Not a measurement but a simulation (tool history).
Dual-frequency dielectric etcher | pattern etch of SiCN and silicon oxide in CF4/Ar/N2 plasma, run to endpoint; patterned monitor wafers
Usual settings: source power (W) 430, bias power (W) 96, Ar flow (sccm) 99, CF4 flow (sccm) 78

run	day	source power (W)	bias power (W)	Ar flow (sccm)	CF4 flow (sccm)	incoming incoming film thickness, nm	endpoint time (s)
1	0.000	430	96	99	78	16.41	19.9
2	1.312	430	88	99	78	16.32	20.3
3	1.962	430	88	99	78	16.30	20.2
# day 2.929: bias power generator calibrated
4	3.383	430	88	99	78	16.24	20.2
# day 4.512: upper electrode replaced
5	4.533	390	96	99	78	16.31	21.8
6	5.067	390	96	99	78	16.20	22.2
# day 5.288: source power generator calibrated
7	5.779	390	96	99	78	16.10	21.8
8	7.242	430	96	82	78	16.42	19.7
# day 7.829: CF4 flow controller replaced
9	8.338	430	96	121	73	16.38	20.5
10	9.175	430	96	99	78	16.43	20.1
11	10.667	490	96	99	78	16.27	17.2
12	11.221	430	96	116	90	16.27	19.6
# day 11.808: Ar flow controller replaced
13	11.871	430	96	88	84	16.03	18.9
14	12.429	500	78	110	63	16.36	18.9
15	13.704	370	79	84	78	16.17	24.6
16	14.750	350	77	99	78	16.32	27.0
# day 16.188: wet clean of the chamber
17	16.208	430	96	99	96	16.24	19.0
18	17.054	430	111	110	78	16.24	18.9
19	17.692	430	118	99	69	16.47	19.0
20	18.583	430	96	81	78	16.42	19.4
21	19.696	430	96	99	78	16.29	19.7
22	20.421	430	96	99	78	16.30	19.6
23	21.562	490	82	99	88	16.43	17.7
24	22.842	430	118	99	78	16.16	18.4

The tool's hidden state at each run:
source power that arrives over what is set, %: 0 in every run
bias power that arrives over what is set, %: 0 in every run
Ar flow that arrives over what is set, %: 0 in every run
CF4 flow that arrives over what is set, %: 0 in every run
H1: etch rate over this chamber's usual, %
run	H1
1	-0.136
2	-0.29
3	-0.366
4	-0.533
5	-0.668
6	-0.73
7	-0.814
8	-0.986
9	-1.11
10	-1.21
11	-1.39
12	-1.45
13	-1.53
14	-1.59
15	-1.74
16	-1.87
17	-0.0208
18	-0.12
19	-0.195
20	-0.299
21	-0.43
22	-0.515
23	-0.649
24	-0.799

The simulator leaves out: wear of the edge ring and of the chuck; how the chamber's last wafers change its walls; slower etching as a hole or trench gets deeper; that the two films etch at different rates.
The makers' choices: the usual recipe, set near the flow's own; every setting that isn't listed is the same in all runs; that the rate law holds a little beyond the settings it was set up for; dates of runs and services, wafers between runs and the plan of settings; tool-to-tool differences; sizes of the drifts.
